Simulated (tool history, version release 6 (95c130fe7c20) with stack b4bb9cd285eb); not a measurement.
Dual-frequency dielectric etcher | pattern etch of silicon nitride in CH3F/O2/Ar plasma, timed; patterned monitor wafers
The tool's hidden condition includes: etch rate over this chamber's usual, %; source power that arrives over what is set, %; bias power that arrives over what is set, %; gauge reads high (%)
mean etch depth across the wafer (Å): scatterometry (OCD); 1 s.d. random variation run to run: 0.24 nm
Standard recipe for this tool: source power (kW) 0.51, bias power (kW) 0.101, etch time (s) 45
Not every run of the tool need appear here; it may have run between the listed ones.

run,hour,source power (kW),bias power (kW),etch time (s),wafers since the last listed run,hours since the last wet clean,hours since the last source power generator calibration,hours since the last bias power generator calibration,hours since the last upper electrode change,hours since the gauge calibration,"read-back reference wafer on the same gauge, depth_nm",mean etch depth across the wafer (Å)
1,0,0.51,0.088,45,0,220,1426.6,3411.5,4362.2,318.9,34.44,383.9
2,20.5,0.51,0.088,45,387,240.5,1447.1,3432,4382.7,339.4,34.35,385.8
# hour 25: gauge calibrated
3,41.1,0.51,0.101,45,389,261.1,1467.7,3452.6,4403.3,16.1,34.36,395.4
4,76,0.51,0.101,45,659,296,1502.6,3487.5,4438.2,51,34.33,396.6
5,102.1,0.51,0.101,45,493,322.1,1528.7,3513.6,4464.3,77.1,34.34,394
6,118.8,0.51,0.101,45,315,338.8,1545.4,3530.3,4481,93.8,34.41,394
7,150.4,0.51,0.101,45,596,370.4,1577,3561.9,4512.6,125.4,34.41,395.2
8,172,0.51,0.101,52,408,392,1598.6,3583.5,4534.2,147,34.47,455.9
9,197.5,0.51,0.101,52,481,417.5,1624.1,3609,4559.7,172.5,34.4,453.5
10,210.9,0.51,0.101,52,253,430.9,1637.5,3622.4,4573.1,185.9,34.41,453.9
# hour 222.4: bias power generator calibrated
11,240.9,0.51,0.119,41.5,491,460.9,1667.5,18.5,4603.1,215.9,34.42,377.9
12,260.7,0.51,0.119,41.5,374,480.7,1687.3,38.3,4622.9,235.7,34.41,379
13,278.8,0.62,0.116,50.5,341,498.8,1705.4,56.4,4641,253.8,34.38,494
14,298,0.51,0.123,54.5,362,518,1724.6,75.6,4660.2,273,34.34,506.5
# hour 326.3: wet clean of the chamber
15,328.3,0.51,0.101,45,119,2,1754.9,105.9,4690.5,303.3,34.39,381.5
16,358.2,0.51,0.101,40.5,564,31.9,1784.8,135.8,4720.4,333.2,34.43,338.8
# hour 375.2: gauge calibrated
# hour 387.5: source power generator calibrated
# hour 411: wet clean of the chamber, repeated, since the last time left the tool worse
17,411.5,0.51,0.107,55,487,0.5,24,189.1,4773.7,36.3,34.47,508.3
18,427.1,0.51,0.086,52,294,16.1,39.6,204.7,4789.3,51.9,34.37,448.6
# hour 460: upper electrode replaced
19,460.5,0.51,0.101,35,177,49.5,73,238.1,0.5,85.3,34.38,316.2
20,480.9,0.51,0.101,45,385,69.9,93.4,258.5,20.9,105.7,34.41,401.8
21,495.7,0.58,0.101,41.5,279,84.7,108.2,273.3,35.7,120.5,34.35,391.2
22,530.9,0.51,0.101,45,664,119.9,143.4,308.5,70.9,155.7,34.37,403.3
23,553.2,0.58,0.101,50,421,142.2,165.7,330.8,93.2,178,34.38,465.2
24,579.2,0.6,0.082,39.5,491,168.2,191.7,356.8,119.2,204,34.46,349.9

Across each entry between runs, compare the hidden state at the last listed run before it with the hidden state at the first listed run after it:
Runs 2 to 3: gauge calibrated (hour 25)
  etch rate over this chamber's usual, %: -1.8 -> -1.94
  measured minus no-state result, mean etch depth across the wafer (Å): -7.1 -> -7.9
Runs 10 to 11: bias power generator calibrated (hour 222.4)
  etch rate over this chamber's usual, %: -3.09 -> -3.29
  measured minus no-state result, mean etch depth across the wafer (Å): -14.5 -> -12.8
Runs 14 to 15: wet clean of the chamber (hour 326.3)
  etch rate over this chamber's usual, %: -3.67 -> -6.34
  measured minus no-state result, mean etch depth across the wafer (Å): -19.3 -> -25.8
Runs 16 to 17: gauge calibrated (hour 375.2); source power generator calibrated (hour 387.5); wet clean of the chamber, repeated, since the last time left the tool worse (hour 411)
  etch rate over this chamber's usual, %: -6.54 -> 0.399
  measured minus no-state result, mean etch depth across the wafer (Å): -23.7 -> +2
Runs 18 to 19: upper electrode replaced (hour 460)
  etch rate over this chamber's usual, %: 0.294 -> 0.0696
  measured minus no-state result, mean etch depth across the wafer (Å): +1.3 -> +0.3
